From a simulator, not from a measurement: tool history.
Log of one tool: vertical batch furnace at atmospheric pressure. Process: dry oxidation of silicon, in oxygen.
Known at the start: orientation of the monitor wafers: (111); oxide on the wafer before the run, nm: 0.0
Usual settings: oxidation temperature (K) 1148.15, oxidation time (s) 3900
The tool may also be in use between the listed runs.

run	day	oxidation temperature (K)	oxidation time (s)	wafers since the last listed run	hours since the last temperature calibration	hours since the boat lift was adjusted	hours since the gauge calibration	read-back reference wafer on the same gauge, thickness	oxide thickness on the monitor wafer (Å)
1	0.000	1140.15	5370	0	3002.7	4000.6	287.1	19.79	251.2
2	1.079	1140.15	5370	282	3028.6	4026.5	313.0	19.81	250.9
3	2.521	1148.15	3900	377	3063.2	4061.1	347.6	19.79	218.6
4	3.212	1148.15	3900	181	3079.8	4077.7	364.2	19.79	218.4
5	4.075	1148.15	3900	226	3100.5	4098.4	384.9	19.80	218.1
6	4.908	1148.15	3900	218	3120.5	4118.4	404.9	19.80	218.1
7	5.662	1148.15	3900	197	3138.6	4136.5	423.0	19.80	218.8
# day 6.933: boat lift adjusted
8	6.946	1148.15	3900	74	3169.4	0.3	453.8	19.81	228.2
9	7.854	1148.15	3900	238	3191.2	22.1	475.6	19.79	228.5
10	8.600	1148.15	3900	195	3209.1	40.0	493.5	19.81	228.6
11	10.058	1148.15	3900	382	3244.1	75.0	528.5	19.79	228.4
12	11.308	1157.15	2670	327	3274.1	105.0	558.5	19.80	192.9
13	12.550	1137.15	4770	325	3303.9	134.8	588.3	19.81	233.4
# day 13.579: gauge calibrated
14	13.950	1140.15	5520	366	3337.5	168.4	8.9	19.79	266.9
# day 15.296: thermocouples replaced and temperature profile calibrated
15	15.317	1137.15	4770	96	0.5	201.2	41.7	19.79	233.6
16	15.892	1140.15	3900	150	14.3	215.0	55.5	19.80	209.3
17	17.292	1139.15	3900	366	47.9	248.6	89.1	19.80	207.3
18	17.833	1135.15	2550	141	60.9	261.6	102.1	19.80	146.1
19	19.271	1124.15	3900	376	95.4	296.1	136.6	19.79	175.0
20	20.325	1171.15	2640	276	120.7	321.4	161.9	19.80	221.4
21	21.258	1148.15	3900	244	143.1	343.8	184.3	19.80	229.3
22	22.042	1148.15	3900	205	161.9	362.6	203.1	19.81	228.5

3 ways to go on from here, each from the tool as it stands after run 22. What would each give?
A	22.233	1148.15	3900	50	166.5	367.2	207.7	?	?
B	22.233	1133.15	5700	50	166.5	367.2	207.7	?	?
C	22.233	1134.15	4740	50	166.5	367.2	207.7	?	?

run	read-back reference wafer on the same gauge, thickness	oxide thickness on the monitor wafer (Å)
A	19.80	228.8
B	19.80	253.4
C	19.80	225.1
Without the tool's hidden state the same runs would have given:
run	oxide thickness on the monitor wafer (Å)
A	229.3
B	254.0
C	225.6
